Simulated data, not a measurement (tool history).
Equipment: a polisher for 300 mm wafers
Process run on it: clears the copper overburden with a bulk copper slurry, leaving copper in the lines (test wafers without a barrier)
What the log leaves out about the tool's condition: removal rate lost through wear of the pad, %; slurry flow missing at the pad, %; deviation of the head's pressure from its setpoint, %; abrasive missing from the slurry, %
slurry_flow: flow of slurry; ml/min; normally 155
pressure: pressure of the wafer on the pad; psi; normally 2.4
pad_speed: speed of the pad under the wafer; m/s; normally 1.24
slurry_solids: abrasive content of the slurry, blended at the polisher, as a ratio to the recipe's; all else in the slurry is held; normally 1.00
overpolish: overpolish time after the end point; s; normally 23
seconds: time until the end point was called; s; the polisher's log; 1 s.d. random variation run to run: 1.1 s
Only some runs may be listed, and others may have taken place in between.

run   hour  slurry_flow  pressure  pad_speed  slurry_solids  overpolish  wafers since the last listed run  wafers polished on this pad  hours since the slurry nozzle was cleaned  hours since the head pressure was calibrated  hours since the slurry blender was calibrated  incoming thickness of the incoming film, nm  seconds
  1    0.0          155       2.4       1.24           1.00          23                                 0                          881                                      767.6                                         176.0                                          401.7                                       1056.1    114.0
  2   26.9          155       2.4       1.24           1.00          23                               169                         1050                                      794.5                                         202.9                                          428.6                                       1049.4    113.6
      30.5  -- slurry blender recalibrated
  3   61.2          155       2.4       1.24           1.00          23                               203                         1254                                      828.8                                         237.2                                           30.7                                       1068.7    118.9
  4   90.1          155       2.4       1.24           1.00          23                               182                         1436                                      857.7                                         266.1                                           59.6                                       1051.4    115.9
      97.0  -- worn pad replaced by a new one
  5  115.8          155       2.4       1.24           1.00          23                               136                          118                                      883.4                                         291.8                                           85.3                                       1056.7    106.4
  6  135.5          155       2.4       1.24           1.00          23                               124                          242                                      903.1                                         311.5                                          105.0                                       1063.5    108.5
  7  150.0          155       2.4       1.06           1.00          23                                91                          334                                      917.6                                         326.0                                          119.5                                       1060.6    125.0
  8  166.9          155       2.2       1.02           1.20          16                               106                          440                                      934.5                                         342.9                                          136.4                                       1052.0    137.8
  9  192.6          155       3.1       1.24           1.00          23                               162                          602                                      960.2                                         368.6                                          162.1                                       1071.7     87.5
 10  208.9          155       2.4       1.44           0.75          23                               102                          705                                      976.5                                         384.9                                          178.4                                       1059.4    101.5
     215.5  -- slurry nozzle cleaned
     219.6  -- head pressure recalibrated
 11  238.4          185       3.0       1.00           1.00          23                               167                          872                                       22.9                                          18.8                                          207.9                                       1053.7    107.7
 12  255.6          115       2.4       1.24           1.00          23                               108                          980                                       40.1                                          36.0                                          225.1                                       1050.1    118.8
 13  291.5          155       2.4       1.24           0.85          23                               226                         1207                                       76.0                                          71.9                                          261.0                                       1081.6    120.8
 14  322.5          155       2.4       1.24           1.00          23                               195                         1402                                      107.0                                         102.9                                          292.0                                       1038.0    112.5
     326.8  -- worn pad replaced by a new one
     382.6  -- slurry blender recalibrated
 15  384.2          155       2.4       1.24           1.00          23                               351                          349                                      168.7                                         164.6                                            1.6                                       1048.0    106.6
 16  413.1          155       2.9       1.24           1.00          28                               182                          531                                      197.6                                         193.5                                           30.5                                       1054.4     94.6
 17  428.9          155       2.4       1.24           0.80          23                                99                          631                                      213.4                                         209.3                                           46.3                                       1053.4    114.7
 18  458.0          155       3.1       1.24           1.00          23                               183                          814                                      242.5                                         238.4                                           75.4                                       1061.4     88.9
 19  480.8          155       3.0       1.24           1.30          23                               143                          958                                      265.3                                         261.2                                           98.2                                       1063.9     87.6
 20  516.0          155       2.4       1.24           1.20          11                               221                         1180                                      300.5                                         296.4                                          133.4                                       1053.1    108.8
 21  534.3          155       2.4       1.24           1.00          23                               115                         1295                                      318.8                                         314.7                                          151.7                                       1048.7    115.9
 22  567.3          155       2.4       0.80           0.85          15                               208                         1503                                      351.8                                         347.7                                          184.7                                       1050.4    186.0
     586.7  -- worn pad replaced by a new one
 23  603.7          155       2.4       1.24           1.00          11                               204                          107                                      388.2                                         384.1                                          221.1                                       1051.5    102.8
 24  621.3          120       2.4       1.24           1.00          14                               110                          217                                      405.8                                         401.7                                          238.7                                       1048.7    108.1
     633.3  -- head pressure recalibrated
 25  641.8          155       1.7       1.24           1.00          27                               116                          334                                      426.3                                           8.5                                          259.2                                       1075.5    150.8
 26  665.4          155       2.4       1.24           1.10          19                               148                          483                                      449.9                                          32.1                                          282.8                                       1048.1    107.0
 27  679.3          155       2.4       1.24           1.00          23                                87                          571                                      463.8                                          46.0                                          296.7                                       1046.4    108.5
 28  714.6          155       2.4       1.24           1.00          29                               222                          793                                      499.1                                          81.3                                          332.0                                       1064.8    110.3
 29  731.5          140       2.9       0.82           1.00          30                               106                          900                                      516.0                                          98.2                                          348.9                                       1061.2    142.7

Each row is a separate what-if for the run after 29, all from the same tool condition, not one after another. Results?
  A  732.0          155       2.4       1.24           1.10          23                                 3                          903                                      516.5                                          98.7                                          349.4                                       1035.0        ?
  B  732.0          200       2.8       1.24           1.10          23                                 3                          903                                      516.5                                          98.7                                          349.4                                       1035.0        ?
  C  732.0          210       2.4       1.24           1.00          23                                 3                          903                                      516.5                                          98.7                                          349.4                                       1035.0        ?

run  seconds
  A    109.0
  B     90.9
  C    107.4
Stripped of hidden state, with their random variation kept, the same runs would have yielded:
run  seconds
  A     96.9
  B     80.8
  C     95.5
